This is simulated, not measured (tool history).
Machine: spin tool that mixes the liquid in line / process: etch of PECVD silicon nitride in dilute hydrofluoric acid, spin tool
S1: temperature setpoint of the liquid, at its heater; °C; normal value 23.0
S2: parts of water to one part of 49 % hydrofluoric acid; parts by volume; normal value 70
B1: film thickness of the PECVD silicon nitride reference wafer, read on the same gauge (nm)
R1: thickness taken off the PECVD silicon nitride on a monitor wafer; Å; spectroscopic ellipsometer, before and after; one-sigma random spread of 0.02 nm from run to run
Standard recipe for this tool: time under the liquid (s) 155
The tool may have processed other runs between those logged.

Run 1, hour 0.0: usual settings but time under the liquid (s) 115; B1 99.999. Result: R1 29.09 Å.
Run 2, hour 17.7: usual settings but time under the liquid (s) 115; B1 100.030. Result: R1 29.44 Å.
Run 3, hour 31.4: usual settings but time under the liquid (s) 115; B1 100.020. Result: R1 29.16 Å.
Run 4, hour 45.9: usual settings; B1 100.041. Result: R1 39.30 Å.
Run 5, hour 54.5: usual settings; B1 100.001. Result: R1 39.18 Å.
At hour 58.9: gauge calibrated.
Run 6, hour 64.6: usual settings; B1 100.004. Result: R1 39.38 Å.
Run 7, hour 104.8: usual settings; B1 99.990. Result: R1 39.21 Å.
Run 8, hour 135.5: usual settings; B1 100.008. Result: R1 39.25 Å.
Run 9, hour 144.4: usual settings; B1 100.023. Result: R1 39.35 Å.
Run 10, hour 155.2: usual settings but S2 55 parts by volume; B1 99.989. Result: R1 49.68 Å.
Run 11, hour 170.2: usual settings but S1 25.0 °C, time under the liquid (s) 105; B1 99.994. Result: R1 30.60 Å.
Run 12, hour 178.7: usual settings but S1 21.5 °C, time under the liquid (s) 230; B1 100.037. Result: R1 53.13 Å.
At hour 191.1: hydrofluoric acid flow meter replaced.
At hour 196.8: thermometer replaced.
Run 13, hour 197.3: usual settings but S1 19.5 °C, S2 60 parts by volume, time under the liquid (s) 200; B1 100.016. Result: R1 46.57 Å.
Run 14, hour 217.3: usual settings; B1 100.030. Result: R1 39.56 Å.
Run 15, hour 228.7: usual settings; B1 99.997. Result: R1 39.19 Å.
Run 16, hour 238.8: usual settings but S2 90 parts by volume; B1 100.022. Result: R1 30.85 Å.
Run 17, hour 250.4: usual settings; B1 100.052. Result: R1 39.16 Å.
Run 18, hour 260.0: usual settings but S1 21.5 °C, S2 100 parts by volume, time under the liquid (s) 100; B1 100.002. Result: R1 16.07 Å.
Run 19, hour 272.7: usual settings but S2 90 parts by volume, time under the liquid (s) 205; B1 99.994. Result: R1 41.09 Å.
Run 20, hour 287.3: usual settings; B1 99.984. Result: R1 39.62 Å.
Run 21, hour 299.5: usual settings but S1 21.5 °C, S2 85 parts by volume, time under the liquid (s) 210; B1 99.996. Result: R1 39.73 Å.
Run 22, hour 311.8: usual settings but S1 19.5 °C, S2 55 parts by volume, time under the liquid (s) 225; B1 100.002. Result: R1 56.98 Å.
Run 23, hour 320.8: usual settings but time under the liquid (s) 120; B1 99.966. Result: R1 30.63 Å.
Run 24, hour 338.5: usual settings but S2 90 parts by volume, time under the liquid (s) 205; B1 99.984. Result: R1 40.72 Å.
Run 25, hour 355.0: usual settings but S1 20.0 °C, S2 95 parts by volume, time under the liquid (s) 115; B1 99.981. Result: R1 17.62 Å.
Run 26, hour 361.4: usual settings but S1 26.5 °C, S2 90 parts by volume, time under the liquid (s) 205; B1 100.006. Result: R1 51.48 Å.
Run 27, hour 378.7: usual settings but S1 20.0 °C; B1 100.014. Result: R1 32.24 Å.
Run 28, hour 386.4: usual settings but S2 60 parts by volume, time under the liquid (s) 100; B1 100.041. Result: R1 29.50 Å.
Run 29, hour 393.3: usual settings but S1 26.5 °C, S2 90 parts by volume, time under the liquid (s) 130; B1 100.037. Result: R1 32.44 Å.
Run 30, hour 406.5: usual settings but S1 27.0 °C, S2 45 parts by volume, time under the liquid (s) 125; B1 99.972. Result: R1 63.98 Å.
Run 31, hour 421.9: usual settings but S1 25.0 °C, S2 45 parts by volume, time under the liquid (s) 205; B1 99.989. Result: R1 91.70 Å.
Run 32, hour 436.4: usual settings but S1 18.5 °C, S2 105 parts by volume; B1 100.049. Result: R1 19.40 Å.
Run 33, hour 449.0: usual settings; B1 99.992. Result: R1 39.20 Å.

4 options for the next run, each taken on its own from the tool as it stands now. Forecast them:
Run A, hour 449.5: usual settings; B1 ?. Result: R1 ?.
Run B, hour 449.5: usual settings but S1 18.0 °C, S2 95 parts by volume, time under the liquid (s) 95; B1 ?. Result: R1 ?.
Run C, hour 449.5: usual settings but S1 28.0 °C, time under the liquid (s) 115; B1 ?. Result: R1 ?.
Run D, hour 449.5: usual settings but S2 100 parts by volume, time under the liquid (s) 205; B1 ?. Result: R1 ?.

run       B1     R1
  A  100.006  39.15
  B  100.006  12.66
  C  100.006  40.41
  D  100.006  36.47
Had the tool no hidden state, the same runs would have come out as:
run     R1
  A  39.15
  B  12.66
  C  40.41
  D  36.47

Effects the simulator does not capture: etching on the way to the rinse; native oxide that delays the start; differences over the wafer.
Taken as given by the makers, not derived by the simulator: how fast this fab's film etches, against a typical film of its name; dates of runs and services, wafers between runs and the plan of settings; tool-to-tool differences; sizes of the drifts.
